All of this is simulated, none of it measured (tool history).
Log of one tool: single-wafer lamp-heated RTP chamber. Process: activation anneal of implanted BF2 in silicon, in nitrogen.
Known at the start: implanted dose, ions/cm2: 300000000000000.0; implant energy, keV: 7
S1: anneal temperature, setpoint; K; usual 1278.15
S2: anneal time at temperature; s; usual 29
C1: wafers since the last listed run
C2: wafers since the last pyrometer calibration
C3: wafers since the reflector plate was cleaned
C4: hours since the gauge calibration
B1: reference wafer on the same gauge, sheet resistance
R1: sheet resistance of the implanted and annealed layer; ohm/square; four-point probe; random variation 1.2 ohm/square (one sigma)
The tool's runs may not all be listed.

run     day       S1  S2    C1    C2     C3      C4      B1      R1
  1       0  1278.15  29     0  5928   5272   648.3  499.85   463.3
  2   0.954  1278.15  29   324  6252   5596   671.2  500.35  464.24
  3   1.596  1278.15  29   218  6470   5814   686.6  500.32  461.32
  4   2.267  1278.15  29   228  6698   6042   702.7  500.78  462.23
  5   3.392  1278.15  29   382  7081   6425   729.7  501.21  464.66
  6   4.221  1278.15  29   281  7363   6707   749.6   501.1   462.9
      4.725  -- pyrometer window cleaned and pyrometer calibrated
  7   4.996  1278.15  29   150    92   6857   768.2  501.14  462.41
  8   8.504  1278.15  29  1192  1284   8050   852.4  501.66  464.32
  9     9.3  1278.15  29   270  1555   8320   871.5  502.15  463.78
 10  10.238  1278.15  41   318  1874   8639     894  502.09  451.22
 11  11.158  1278.15  41   313  2187   8952   916.1  502.31  451.01
 12  12.396  1278.15  29   420  2607   9373   945.8  502.45  464.74
 13    13.3  1255.15  29   307  2915   9680   967.5  502.67  503.65
 14  13.921  1255.15  29   211  3126   9891   982.4  502.52  504.45
 15  15.112  1255.15  29   405  3531  10296    1011  503.03  504.23
 16  16.517  1278.15  37   477  4008  10773  1044.7  503.02  458.44
     17.808  -- gauge calibrated
 17  18.404  1300.15  37   641  4650  11415    14.3  497.53  422.52
 18  18.929  1278.15  29   178  4828  11594    26.9  497.57   459.3
 19  19.983  1255.15  29   358  5187  11952    52.2   497.8   499.7
 20  21.125  1255.15  46   388  5575  12340    79.6  497.92  481.19
 21  21.725  1278.15  29   203  5779  12544      94  498.07  460.01
 22   23.15  1303.15  39   484  6263  13029   128.2  498.34  423.07
     23.938  -- reflector plate cleaned
 23  24.288  1267.15  34   273  6537    119   155.5  498.44  470.55
 24  25.488  1278.15  29   407  6945    526   184.3  498.73  459.49
 25  26.929  1278.15  29   490  7435   1017   218.9  498.46  460.57
     28.254  -- pyrometer window cleaned and pyrometer calibrated
 26  28.308  1278.15  24   355    18   1372     252  499.24  468.64
 27  29.333  1278.15  29   348   366   1721   276.6  499.25     463
 28  30.412  1278.15  29   366   733   2087   302.5  499.32  464.81
 29  31.904  1289.15  21   507  1240   2595   338.3  499.66  458.99
 30  32.433  1300.15  14   179  1420   2774     351  499.93  454.39
 31  33.833  1278.15  29   475  1896   3250   384.6  500.28  462.94
 32  34.875  1249.15  40   354  2250   3605   409.6  500.18  501.08
 33  35.542  1307.15  29   226  2477   3831   425.6  500.32  427.24
 34  36.904  1270.15  16   463  2940   4294   458.3   500.6  497.75
 35  38.038  1286.15  45   385  3326   4680   485.5  500.73  436.71
 36  38.704  1258.15  41   226  3552   4906   501.5  500.87  484.97
 37  40.175  1290.15  18   500  4052   5406   536.8  500.85  463.75
 38  41.362  1300.15  14   403  4456   5810   565.3  501.56  458.61

3 ways to go on from here, each from the tool as it stands after run 38. What would each give?
  A  41.379  1305.15  29   5  4462  5816  565.7   ?   ?
  B  41.379  1286.15  21   5  4462  5816  565.7   ?   ?
  C  41.379  1261.15  29   5  4462  5816  565.7   ?   ?

run      B1      R1
  A  501.42  430.08
  B  501.42  463.55
  C  501.42  491.73
Without the tool's hidden state the same runs would have given:
run      R1
  A   426.3
  B  459.48
  C  487.42
